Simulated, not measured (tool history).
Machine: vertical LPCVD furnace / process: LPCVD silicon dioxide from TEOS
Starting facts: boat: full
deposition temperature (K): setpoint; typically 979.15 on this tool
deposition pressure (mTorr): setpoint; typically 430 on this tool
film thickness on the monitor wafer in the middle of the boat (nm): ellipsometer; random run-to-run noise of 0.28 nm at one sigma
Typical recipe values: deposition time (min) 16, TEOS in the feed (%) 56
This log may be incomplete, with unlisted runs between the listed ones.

run	hour	deposition temperature (K)	deposition pressure (mTorr)	deposition time (min)	TEOS in the feed (%)	read-back reference wafer on the same gauge, thickness	film thickness on the monitor wafer in the middle of the boat (nm)
1	0	979.15	430	16	56	147.98	148.22
# hour 24.3: gauge calibrated
2	61.6	979.15	430	16	56	148.15	148.51
3	77.4	979.15	430	16	56	148.07	148.9
4	110.1	979.15	430	16	56	147.88	148.91
5	144	979.15	430	16	56	148.09	149.02
6	178.9	976.15	430	16	56	148.01	139.52
# hour 229.6: thermocouples replaced and temperature profile calibrated
# hour 242.4: pressure gauge zeroed
7	242.9	979.15	430	16	56	148.09	140.71
8	246.6	988.15	335	9.5	45	148.03	81.02
9	256.3	979.15	430	16	56	148.04	140.97
# hour 260: gauge calibrated
# hour 301.8: TEOS flow controller replaced
10	302.3	983.15	360	16	56	147.97	140.94
11	306.1	973.15	430	20.5	56	147.93	156.53

Forecast run 12:
12	322	972.15	520	18.5	49	?	?

Run 12 came out at read-back reference wafer on the same gauge, thickness 147.95, film thickness on the monitor wafer in the middle of the boat (nm) 142.75.
With no hidden state in the tool, this same run would have given film thickness on the monitor wafer in the middle of the boat (nm) 139.62.
